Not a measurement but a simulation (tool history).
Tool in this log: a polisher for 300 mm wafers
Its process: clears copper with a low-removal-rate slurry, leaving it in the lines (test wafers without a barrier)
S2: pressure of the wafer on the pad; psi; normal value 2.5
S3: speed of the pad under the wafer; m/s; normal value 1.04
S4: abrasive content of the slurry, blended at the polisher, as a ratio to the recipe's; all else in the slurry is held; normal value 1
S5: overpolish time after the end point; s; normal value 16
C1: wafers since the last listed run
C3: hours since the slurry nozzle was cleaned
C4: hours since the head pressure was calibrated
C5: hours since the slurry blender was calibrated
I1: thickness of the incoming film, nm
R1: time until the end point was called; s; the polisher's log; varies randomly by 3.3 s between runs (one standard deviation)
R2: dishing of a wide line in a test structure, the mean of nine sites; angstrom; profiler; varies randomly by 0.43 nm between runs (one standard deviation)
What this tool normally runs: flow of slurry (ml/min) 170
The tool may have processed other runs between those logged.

Run 1, day 0: usual settings; C1 0; wafers polished on this pad 854; C3 12.3; C4 373.2; C5 149.6; I1 401.6. Result: R1 204.3 s, R2 215 angstrom.
Run 2, day 1.462: usual settings but S2 2.1 psi; C1 308; wafers polished on this pad 1163; C3 47.4; C4 408.3; C5 184.7; I1 399.8. Result: R1 236.3 s, R2 185 angstrom.
Run 3, day 3.467: usual settings but S5 20 s; C1 423; wafers polished on this pad 1587; C3 95.5; C4 456.4; C5 232.8; I1 401.8. Result: R1 210.9 s, R2 262 angstrom.
At day 4.675: head pressure recalibrated, repeated, since the last time left the tool worse.
Run 4, day 5.121: usual settings but S5 20 s; C1 331; wafers polished on this pad 1919; C3 135.2; C4 10.7; C5 272.5; I1 400.3. Result: R1 181.2 s, R2 292 angstrom.
Run 5, day 7.825: usual settings but S2 2.8 psi; C1 571; wafers polished on this pad 2490; C3 200.1; C4 75.6; C5 337.4; I1 392.9. Result: R1 160.5 s, R2 258 angstrom.
Run 6, day 10.679: usual settings; C1 602; wafers polished on this pad 3093; C3 268.6; C4 144.1; C5 405.9; I1 395.4. Result: R1 182.5 s, R2 244 angstrom.
At day 10.983: worn pad replaced by a new one.
At day 11.688: slurry blender recalibrated.
Run 7, day 12.85: usual settings but S4 1.25; C1 405; wafers polished on this pad 376; C3 320.7; C4 196.2; C5 27.9; I1 397.5. Result: R1 174.8 s, R2 237 angstrom.
Run 8, day 14.071: usual settings; C1 257; wafers polished on this pad 634; C3 350; C4 225.5; C5 57.2; I1 395.8. Result: R1 176.6 s, R2 240 angstrom.
Run 9, day 15.108: usual settings but S3 0.86 m/s; C1 219; wafers polished on this pad 853; C3 374.9; C4 250.4; C5 82.1; I1 393.6. Result: R1 219.8 s, R2 196 angstrom.
Run 10, day 17.15: usual settings but S4 1.1; C1 431; wafers polished on this pad 1285; C3 423.9; C4 299.4; C5 131.1; I1 398.8. Result: R1 184.5 s, R2 239 angstrom.
At day 17.575: slurry nozzle cleaned.
Run 11, day 19.012: usual settings but flow of slurry (ml/min) 140, S4 1.3; C1 384; wafers polished on this pad 1669; C3 34.5; C4 344.1; C5 175.8; I1 394.2. Result: R1 177.3 s, R2 240 angstrom.
Run 12, day 20.592: usual settings but flow of slurry (ml/min) 115, S2 2 psi; C1 333; wafers polished on this pad 2003; C3 72.4; C4 382; C5 213.7; I1 400.5. Result: R1 235.7 s, R2 185 angstrom.
Run 13, day 22.008: usual settings but S3 0.86 m/s; C1 299; wafers polished on this pad 2302; C3 106.4; C4 416; C5 247.7; I1 400.2. Result: R1 223.4 s, R2 193 angstrom.
Run 14, day 23.521: usual settings but flow of slurry (ml/min) 200; C1 319; wafers polished on this pad 2622; C3 142.7; C4 452.3; C5 284; I1 398.2. Result: R1 188.6 s, R2 231 angstrom.
Run 15, day 25.792: usual settings but flow of slurry (ml/min) 210, S2 1.7 psi, S4 1.2, S5 20 s; C1 479; wafers polished on this pad 3101; C3 197.2; C4 506.8; C5 338.5; I1 390.1. Result: R1 238 s, R2 227 angstrom.
At day 26.992: worn pad replaced by a new one.
Run 16, day 27.338: usual settings but S2 1.7 psi, S5 11 s; C1 291; wafers polished on this pad 72; C3 234.3; C4 543.9; C5 375.6; I1 392.6. Result: R1 248.4 s, R2 118 angstrom.
Run 17, day 30.975: usual settings; C1 768; wafers polished on this pad 841; C3 321.6; C4 631.2; C5 462.9; I1 394.5. Result: R1 180.3 s, R2 221 angstrom.
At day 31.308: slurry blender recalibrated.
At day 34.467: head pressure recalibrated.
Run 18, day 34.608: usual settings; C1 732; wafers polished on this pad 1573; C3 408.8; C4 3.4; C5 79.2; I1 391.1. Result: R1 174.6 s, R2 237 angstrom.
Run 19, day 37.383: usual settings but flow of slurry (ml/min) 190, S3 1.18 m/s; C1 586; wafers polished on this pad 2159; C3 475.4; C4 70; C5 145.8; I1 395. Result: R1 154.5 s, R2 266 angstrom.
At day 38.904: slurry nozzle cleaned.
Run 20, day 39.754: usual settings but flow of slurry (ml/min) 225, S2 3.3 psi; C1 492; wafers polished on this pad 2651; C3 20.4; C4 126.9; C5 202.7; I1 388.3. Result: R1 135.5 s, R2 307 angstrom.
Run 21, day 40.862: usual settings but S3 1.22 m/s, S5 19 s; C1 234; wafers polished on this pad 2885; C3 47; C4 153.5; C5 229.3; I1 389.3. Result: R1 151.4 s, R2 320 angstrom.
Run 22, day 43.25: usual settings but S2 3.1 psi, S3 0.76 m/s, S4 0.75, S5 9 s; C1 504; wafers polished on this pad 3390; C3 104.3; C4 210.8; C5 286.6; I1 398.2. Result: R1 216.7 s, R2 120 angstrom.
Run 23, day 44.988: usual settings but flow of slurry (ml/min) 130, S2 3 psi, S3 0.78 m/s; C1 367; wafers polished on this pad 3757; C3 146; C4 252.5; C5 328.3; I1 387.7. Result: R1 208 s, R2 210 angstrom.
At day 46.812: worn pad replaced by a new one.
Run 24, day 46.829: usual settings but S4 0.9, S5 9 s; C1 353; wafers polished on this pad 3; C3 190.2; C4 296.7; C5 372.5; I1 396.3. Result: R1 179.5 s, R2 138 angstrom.
Run 25, day 47.933: usual settings; C1 233; wafers polished on this pad 236; C3 216.7; C4 323.2; C5 399; I1 398.7. Result: R1 178.9 s, R2 232 angstrom.
At day 48.692: slurry blender recalibrated.
Run 26, day 50.479: usual settings; C1 520; wafers polished on this pad 757; C3 277.8; C4 384.3; C5 42.9; I1 393.7. Result: R1 183.1 s, R2 231 angstrom.
Run 27, day 51.496: usual settings; C1 214; wafers polished on this pad 971; C3 302.2; C4 408.7; C5 67.3; I1 391.2. Result: R1 190.4 s, R2 232 angstrom.

5 options for the next run, each taken on its own from the tool as it stands now. Forecast them:
Run A, day 51.517: usual settings but flow of slurry (ml/min) 210; C1 4; wafers polished on this pad 976; C3 302.7; C4 409.2; C5 67.8; I1 393.7. Result: R1 ?, R2 ?.
Run B, day 51.517: usual settings but S2 3.1 psi, S3 0.94 m/s; C1 4; wafers polished on this pad 976; C3 302.7; C4 409.2; C5 67.8; I1 393.7. Result: R1 ?, R2 ?.
Run C, day 51.517: usual settings but S2 2.3 psi, S5 6 s; C1 4; wafers polished on this pad 976; C3 302.7; C4 409.2; C5 67.8; I1 393.7. Result: R1 ?, R2 ?.
Run D, day 51.517: usual settings but S2 3.2 psi; C1 4; wafers polished on this pad 976; C3 302.7; C4 409.2; C5 67.8; I1 393.7. Result: R1 ?, R2 ?.
Run E, day 51.517: usual settings but flow of slurry (ml/min) 150, S3 0.7 m/s; C1 4; wafers polished on this pad 976; C3 302.7; C4 409.2; C5 67.8; I1 393.7. Result: R1 ?, R2 ?.

run     R1   R2
  A  180.1  239
  B    171  253
  C  198.1   87
  D  150.4  284
  E  279.9  160
Take away the tool's hidden state, keep each run's random variation, and the runs would have read:
run     R1   R2
  A  174.7  246
  B  165.8  260
  C    192   90
  D  145.9  292
  E  271.4  165

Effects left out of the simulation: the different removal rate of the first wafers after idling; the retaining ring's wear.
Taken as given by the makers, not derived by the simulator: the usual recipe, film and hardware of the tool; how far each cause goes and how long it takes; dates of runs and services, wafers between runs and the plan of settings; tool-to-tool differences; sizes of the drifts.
